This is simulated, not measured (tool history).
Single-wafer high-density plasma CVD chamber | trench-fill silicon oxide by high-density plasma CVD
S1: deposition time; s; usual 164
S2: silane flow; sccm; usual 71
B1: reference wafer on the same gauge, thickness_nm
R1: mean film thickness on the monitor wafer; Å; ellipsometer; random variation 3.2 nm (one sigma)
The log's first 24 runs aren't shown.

run 25 hour=1935.6 | S1=142 S2=79 | B1=1271.568 | R1=9767.14
-- hour=1969.6 silane flow controller replaced, repeated, since the last time left the tool worse
run 26 hour=2009.1 | S1=192 S2=81 | B1=1268.475 | R1=14752.16
run 27 hour=2066.8 | S1=178 S2=75 | B1=1269.858 | R1=12569.76
run 28 hour=2130.3 | S1=148 S2=58 | B1=1269.405 | R1=8077.65
run 29 hour=2236.9 | S1=143 S2=71 | B1=1268.526 | R1=9536.64
run 30 hour=2338 | S1=196 S2=83 | B1=1270.552 | R1=15162.62
run 31 hour=2429.9 | S1=175 S2=62 | B1=1269.864 | R1=10084.1
run 32 hour=2495.9 | S1=164 S2=71 | B1=1267.926 | R1=10845.76
run 33 hour=2551.1 | S1=164 S2=79 | B1=1270.725 | R1=12060.96
run 34 hour=2764.4 | S1=155 S2=61 | B1=1271.266 | R1=8771.5
run 35 hour=2872 | S1=146 S2=61 | B1=1269.373 | R1=8248.99
run 36 hour=3118.9 | S1=152 S2=79 | B1=1271.62 | R1=11130.74
run 37 hour=3190.8 | S1=164 S2=60 | B1=1270.454 | R1=9127.57
run 38 hour=3279.8 | S1=164 S2=71 | B1=1268.501 | R1=10774.1
run 39 hour=3331.6 | S1=164 S2=71 | B1=1269.601 | R1=10719.28
run 40 hour=3391.2 | S1=164 S2=71 | B1=1269.8 | R1=10738.44
run 41 hour=3498.7 | S1=164 S2=84 | B1=1269.692 | R1=12684
run 42 hour=3583.8 | S1=191 S2=80 | B1=1270.134 | R1=14119.62
run 43 hour=3655.1 | S1=164 S2=67 | B1=1268.883 | R1=10072.41
-- hour=3715.3 silane flow controller replaced
run 44 hour=3715.8 | S1=164 S2=61 | B1=1268.654 | R1=9418.35
run 45 hour=3776.1 | S1=164 S2=71 | B1=1269.892 | R1=10962.3

5 ways to go on from here, each from the tool as it stands after run 45. What would each give?
run A hour=3776.5 | S1=164 S2=57 | B1=? | R1=?
run B hour=3776.5 | S1=164 S2=85 | B1=? | R1=?
run C hour=3776.5 | S1=180 S2=71 | B1=? | R1=?
run D hour=3776.5 | S1=145 S2=80 | B1=? | R1=?
run E hour=3776.5 | S1=133 S2=79 | B1=? | R1=?

run=A B1=1269.965 R1=8798.34
run=B B1=1269.965 R1=13120.34
run=C B1=1269.965 R1=12028.55
run=D B1=1269.965 R1=10917.93
run=E B1=1269.965 R1=9889.2
Without the tool's hidden state the same runs would have given:
run=A R1=8831.43
run=B R1=13169.67
run=C R1=12073.78
run=D R1=10958.98
run=E R1=9926.38

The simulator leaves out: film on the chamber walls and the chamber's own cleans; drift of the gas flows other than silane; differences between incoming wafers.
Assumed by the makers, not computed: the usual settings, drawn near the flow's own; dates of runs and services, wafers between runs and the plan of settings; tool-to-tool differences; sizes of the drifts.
